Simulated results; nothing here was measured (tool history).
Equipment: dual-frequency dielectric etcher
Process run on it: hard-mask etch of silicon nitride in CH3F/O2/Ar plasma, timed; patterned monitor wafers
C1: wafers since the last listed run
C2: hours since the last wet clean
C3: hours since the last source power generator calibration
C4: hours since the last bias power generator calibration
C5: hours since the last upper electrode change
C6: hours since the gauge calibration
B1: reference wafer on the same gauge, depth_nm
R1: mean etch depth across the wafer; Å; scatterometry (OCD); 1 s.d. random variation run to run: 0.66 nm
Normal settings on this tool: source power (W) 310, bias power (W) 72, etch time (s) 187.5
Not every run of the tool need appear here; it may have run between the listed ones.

Run 1, day 0: usual settings; C1 0; C2 542.5; C3 2763.5; C4 1756.8; C5 2912.9; C6 940.6; B1 132.8. Result: R1 1169 Å.
Run 2, day 1.854: usual settings; C1 192; C2 587; C3 2808; C4 1801.3; C5 2957.4; C6 985.1; B1 132.9. Result: R1 1177 Å.
Run 3, day 4.496: usual settings; C1 274; C2 650.4; C3 2871.4; C4 1864.7; C5 3020.8; C6 1048.5; B1 133.1. Result: R1 1163 Å.
Run 4, day 6.275: usual settings; C1 184; C2 693.1; C3 2914.1; C4 1907.4; C5 3063.5; C6 1091.2; B1 132.9. Result: R1 1161 Å.
Run 5, day 8.85: usual settings but source power (W) 260; C1 267; C2 754.9; C3 2975.9; C4 1969.2; C5 3125.3; C6 1153; B1 132.9. Result: R1 1063 Å.
At day 14: wet clean of the chamber.
Run 6, day 14.021: usual settings but source power (W) 260; C1 433; C2 0.5; C3 3100; C4 2093.3; C5 3249.4; C6 1277.1; B1 132.6. Result: R1 1114 Å.
Run 7, day 16.8: usual settings but source power (W) 260; C1 288; C2 67.2; C3 3166.7; C4 2160; C5 3316.1; C6 1343.8; B1 133. Result: R1 1104 Å.
Run 8, day 18.329: usual settings; C1 158; C2 103.9; C3 3203.4; C4 2196.7; C5 3352.8; C6 1380.5; B1 133. Result: R1 1220 Å.
Run 9, day 22.033: usual settings but etch time (s) 231; C1 384; C2 192.8; C3 3292.3; C4 2285.6; C5 3441.7; C6 1469.4; B1 132.8. Result: R1 1499 Å.
At day 23.554: source power generator calibrated.
Run 10, day 25.938: usual settings; C1 388; C2 286.5; C3 57.2; C4 2379.3; C5 3535.4; C6 1563.1; B1 133. Result: R1 1193 Å.
Run 11, day 30.108: usual settings but source power (W) 340, bias power (W) 64, etch time (s) 214; C1 433; C2 386.6; C3 157.3; C4 2479.4; C5 3635.5; C6 1663.2; B1 132.7. Result: R1 1333 Å.
Run 12, day 37.671: usual settings but source power (W) 280, etch time (s) 153.5; C1 785; C2 568.1; C3 338.8; C4 2660.9; C5 3817; C6 1844.7; B1 132.9. Result: R1 894 Å.
Run 13, day 40.412: usual settings but source power (W) 280, bias power (W) 55, etch time (s) 158.5; C1 284; C2 633.9; C3 404.6; C4 2726.7; C5 3882.8; C6 1910.5; B1 133.4. Result: R1 809 Å.
At day 41.917: wet clean of the chamber.
Run 14, day 44.879: usual settings but source power (W) 340, bias power (W) 84, etch time (s) 211.5; C1 360; C2 71.1; C3 511.8; C4 2833.9; C5 3990; C6 2017.7; B1 133.2. Result: R1 1553 Å.
Run 15, day 46.933: usual settings but etch time (s) 162.5; C1 213; C2 120.4; C3 561.1; C4 2883.2; C5 4039.3; C6 2067; B1 133.1. Result: R1 1030 Å.
Run 16, day 49.429: usual settings but source power (W) 390, bias power (W) 81, etch time (s) 221; C1 259; C2 180.3; C3 621; C4 2943.1; C5 4099.2; C6 2126.9; B1 132.9. Result: R1 1679 Å.
Run 17, day 51.117: usual settings but bias power (W) 60, etch time (s) 143; C1 175; C2 220.8; C3 661.5; C4 2983.6; C5 4139.7; C6 2167.4; B1 133. Result: R1 816 Å.
At day 53.262: bias power generator calibrated.
Run 18, day 55.55: usual settings but bias power (W) 57, etch time (s) 218.5; C1 443; C2 327.2; C3 767.9; C4 54.9; C5 4246.1; C6 2273.8; B1 133.1. Result: R1 1213 Å.
At day 58.404: upper electrode replaced.
At day 60.658: gauge calibrated.
Run 19, day 67.738: usual settings; C1 1162; C2 619.7; C3 1060.4; C4 347.4; C5 224; C6 169.9; B1 133. Result: R1 1158 Å.
Run 20, day 70.642: usual settings but bias power (W) 85, etch time (s) 218; C1 301; C2 689.4; C3 1130.1; C4 417.1; C5 293.7; C6 239.6; B1 132.8. Result: R1 1471 Å.
At day 72.533: wet clean of the chamber.
Run 21, day 72.867: usual settings; C1 127; C2 8; C3 1183.5; C4 470.5; C5 347.1; C6 293; B1 132.9. Result: R1 1213 Å.
Run 22, day 74.579: usual settings; C1 177; C2 49.1; C3 1224.6; C4 511.6; C5 388.2; C6 334.1; B1 133.2. Result: R1 1202 Å.
Run 23, day 78.017: usual settings; C1 357; C2 131.6; C3 1307.1; C4 594.1; C5 470.7; C6 416.6; B1 133. Result: R1 1207 Å.
Run 24, day 80.142: usual settings but source power (W) 380, bias power (W) 87, etch time (s) 228; C1 220; C2 182.6; C3 1358.1; C4 645.1; C5 521.7; C6 467.6; B1 133.2. Result: R1 1771 Å.
Run 25, day 92.479: usual settings; C1 1282; C2 478.7; C3 1654.2; C4 941.2; C5 817.8; C6 763.7; B1 133.3. Result: R1 1179 Å.
Run 26, day 94.612: usual settings but bias power (W) 59, etch time (s) 237; C1 221; C2 529.9; C3 1705.4; C4 992.4; C5 869; C6 814.9; B1 133.1. Result: R1 1344 Å.
Run 27, day 96.796: usual settings but source power (W) 230, bias power (W) 59, etch time (s) 204; C1 226; C2 582.3; C3 1757.8; C4 1044.8; C5 921.4; C6 867.3; B1 132.8. Result: R1 965 Å.
Run 28, day 100.492: usual settings but source power (W) 370, bias power (W) 66; C1 384; C2 671; C3 1846.5; C4 1133.5; C5 1010.1; C6 956; B1 133. Result: R1 1223 Å.
At day 104.908: wet clean of the chamber.
Run 29, day 104.929: usual settings but source power (W) 250, bias power (W) 66, etch time (s) 167; C1 357; C2 0.5; C3 1953; C4 1240; C5 1116.6; C6 1062.5; B1 132.9. Result: R1 918 Å.

What was the tool's hidden state at every run in the log?
bias power that arrives over what is set, %: 0 in every run
gauge reads high (%): 0 in every run
H1: etch rate over this chamber's usual, %
H2: source power that arrives over what is set, %
run       H1        H2
  1    -3.98      2.15
  2    -4.28      2.23
  3    -4.71      2.35
  4       -5      2.43
  5    -5.42      2.56
  6   -0.103      2.81
  7   -0.554      2.95
  8   -0.802      3.03
  9     -1.4      3.22
 10    -2.04   -0.0894
 11    -2.71   -0.0823
 12    -3.94   -0.0521
 13    -4.38   -0.0357
 14   -0.949  -0.00285
 15    -1.28    0.0149
 16    -1.69    0.0386
 17    -1.96     0.056
 18    -2.68     0.107
 19    -4.66     0.286
 20    -5.13     0.337
 21  -0.0825     0.378
 22    -0.36     0.412
 23   -0.918     0.481
 24    -1.26     0.527
 25    -3.26     0.826
 26    -3.61     0.883
 27    -3.96     0.944
 28    -4.56      1.05
 29   0.0332      1.19
